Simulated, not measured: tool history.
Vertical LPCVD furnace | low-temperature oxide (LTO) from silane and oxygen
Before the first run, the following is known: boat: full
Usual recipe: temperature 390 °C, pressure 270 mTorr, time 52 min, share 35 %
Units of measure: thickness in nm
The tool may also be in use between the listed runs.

| run | hour | temperature | pressure | time | share | wafers since the last listed run | hours since the last temperature calibration | hours since the pressure gauge was zeroed | hours since the silane flow controller was replaced | hours since the gauge calibration | read-back reference wafer on the same gauge, thickness | thickness |
|---|---|---|---|---|---|---|---|---|---|---|---|---|
| 1 | 0.0 | 390 | 270 | 52 | 35 | 0 | 3817.5 | 2571.6 | 6123.6 | 85.3 | 525.27 | 460.85 |
| 2 | 9.1 | 390 | 270 | 52 | 35 | 116 | 3826.6 | 2580.7 | 6132.7 | 94.4 | 525.28 | 460.62 |
| 3 | 26.1 | 390 | 270 | 52 | 35 | 218 | 3843.6 | 2597.7 | 6149.7 | 111.4 | 524.96 | 461.15 |
| 4 | 43.4 | 390 | 270 | 52 | 35 | 222 | 3860.9 | 2615.0 | 6167.0 | 128.7 | 525.03 | 461.07 |
| 5 | 50.7 | 390 | 270 | 52 | 35 | 93 | 3868.2 | 2622.3 | 6174.3 | 136.0 | 524.82 | 459.78 |
| 6 | 63.4 | 390 | 270 | 52 | 35 | 163 | 3880.9 | 2635.0 | 6187.0 | 148.7 | 524.73 | 459.36 |
| 7 | 74.9 | 390 | 270 | 52 | 35 | 147 | 3892.4 | 2646.5 | 6198.5 | 160.2 | 524.78 | 461.30 |
| 8 | 86.2 | 381 | 270 | 52 | 35 | 145 | 3903.7 | 2657.8 | 6209.8 | 171.5 | 524.77 | 412.97 |
|  | 111.3 | silane flow controller replaced |
| 9 | 111.8 | 381 | 270 | 52 | 35 | 20 | 3929.3 | 2683.4 | 0.5 | 197.1 | 524.95 | 412.49 |
| 10 | 116.0 | 381 | 270 | 52 | 35 | 53 | 3933.5 | 2687.6 | 4.7 | 201.3 | 525.03 | 412.68 |
| 11 | 129.8 | 390 | 270 | 52 | 35 | 177 | 3947.3 | 2701.4 | 18.5 | 215.1 | 524.66 | 460.42 |
|  | 142.2 | gauge calibrated |
|  | 159.6 | thermocouples replaced and temperature profile calibrated |
| 12 | 160.1 | 390 | 270 | 52 | 35 | 80 | 0.5 | 2731.7 | 48.8 | 17.9 | 525.07 | 461.31 |
| 13 | 164.3 | 390 | 270 | 52 | 33 | 53 | 4.7 | 2735.9 | 53.0 | 22.1 | 524.84 | 424.23 |
| 14 | 174.7 | 390 | 270 | 52 | 35 | 133 | 15.1 | 2746.3 | 63.4 | 32.5 | 525.11 | 460.70 |
|  | 204.5 | pressure gauge zeroed |
| 15 | 205.0 | 390 | 270 | 52 | 35 | 80 | 45.4 | 0.5 | 93.7 | 62.8 | 525.08 | 438.98 |
| 16 | 209.1 | 390 | 270 | 52 | 29 | 52 | 49.5 | 4.6 | 97.8 | 66.9 | 524.90 | 334.42 |
| 17 | 213.3 | 397 | 225 | 61 | 35 | 53 | 53.7 | 8.8 | 102.0 | 71.1 | 525.05 | 465.10 |
| 18 | 219.4 | 390 | 270 | 52 | 35 | 78 | 59.8 | 14.9 | 108.1 | 77.2 | 525.08 | 438.01 |
| 19 | 232.0 | 390 | 270 | 61 | 38 | 161 | 72.4 | 27.5 | 120.7 | 89.8 | 525.15 | 574.63 |
| 20 | 249.6 | 395 | 215 | 45 | 37 | 226 | 90.0 | 45.1 | 138.3 | 107.4 | 525.10 | 346.02 |
| 21 | 262.4 | 380 | 330 | 32 | 35 | 164 | 102.8 | 57.9 | 151.1 | 120.2 | 525.11 | 292.73 |
| 22 | 276.8 | 400 | 210 | 38 | 35 | 184 | 117.2 | 72.3 | 165.5 | 134.6 | 524.93 | 282.37 |
| 23 | 283.8 | 390 | 250 | 52 | 35 | 89 | 124.2 | 79.3 | 172.5 | 141.6 | 525.27 | 407.25 |

Below are 5 alternative next runs, each starting from the tool's condition after run 23. Predict each:
| A | 288.1 | 390 | 270 | 52 | 35 | 55 | 128.5 | 83.6 | 176.8 | 145.9 | ? | ? |
| B | 288.1 | 382 | 270 | 52 | 31 | 55 | 128.5 | 83.6 | 176.8 | 145.9 | ? | ? |
| C | 288.1 | 390 | 270 | 37 | 35 | 55 | 128.5 | 83.6 | 176.8 | 145.9 | ? | ? |
| D | 288.1 | 390 | 240 | 52 | 35 | 55 | 128.5 | 83.6 | 176.8 | 145.9 | ? | ? |
| E | 288.1 | 395 | 270 | 52 | 35 | 55 | 128.5 | 83.6 | 176.8 | 145.9 | ? | ? |

| run | read-back reference wafer on the same gauge, thickness | thickness |
|---|---|---|
| A | 524.97 | 441.00 |
| B | 524.97 | 336.02 |
| C | 524.97 | 313.79 |
| D | 524.97 | 392.21 |
| E | 524.97 | 467.80 |
Stripped of hidden state, with their random variation kept, the same runs would have yielded:
| run | thickness |
|---|---|
| A | 439.04 |
| B | 334.53 |
| C | 312.39 |
| D | 390.26 |
| E | 465.73 |

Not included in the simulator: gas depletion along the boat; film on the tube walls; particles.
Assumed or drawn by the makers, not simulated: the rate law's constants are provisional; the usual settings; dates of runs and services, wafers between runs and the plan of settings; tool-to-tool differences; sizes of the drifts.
